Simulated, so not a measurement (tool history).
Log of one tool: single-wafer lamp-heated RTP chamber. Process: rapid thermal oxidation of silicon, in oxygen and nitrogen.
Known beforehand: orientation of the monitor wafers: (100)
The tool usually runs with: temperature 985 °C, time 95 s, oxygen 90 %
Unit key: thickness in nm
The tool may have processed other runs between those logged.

run,day,temperature,time,oxygen,"read-back reference wafer on the same gauge, thickness",thickness
1,0,985,95,90,6.89,6.342
2,3.488,985,95,90,6.899,6.348
3,6.083,985,106,90,6.899,6.687
4,10.075,985,95,90,6.901,6.433
5,11.754,985,95,90,6.898,6.447
6,13.621,985,95,90,6.896,6.488
7,15.912,985,95,90,6.89,6.539
8,17.579,985,95,90,6.898,6.549
9,19.308,1013,122,66,6.906,8.164
# day 20.096: pyrometer window cleaned and pyrometer calibrated
# day 21.512: gauge calibrated
# day 22.242: oxygen flow controller replaced
10,22.262,985,95,90,6.901,6.268
11,24.504,1002,116,75,6.905,7.377
12,27.258,1002,114,81,6.902,7.539
13,31.642,1003,110,82,6.893,7.586
14,34.296,985,95,90,6.896,6.423
# day 41.629: pyrometer window cleaned and pyrometer calibrated
15,47.392,1001,95,78,6.888,6.828
16,49.475,985,95,98,6.897,6.58

Give the tool's hidden conditions for every run:
deviation of the oxygen flow from its setpoint, %: 0 in every run
gauge reads high (%): 0 in every run
H1: true wafer temperature minus pyrometer reading, K
run,H1
1,0.134
2,0.37
3,0.774
4,1.77
5,2.33
6,3.05
7,4.06
8,4.9
9,5.85
10,0.173
11,0.386
12,0.845
13,2.03
14,3.01
15,1.07
16,1.48

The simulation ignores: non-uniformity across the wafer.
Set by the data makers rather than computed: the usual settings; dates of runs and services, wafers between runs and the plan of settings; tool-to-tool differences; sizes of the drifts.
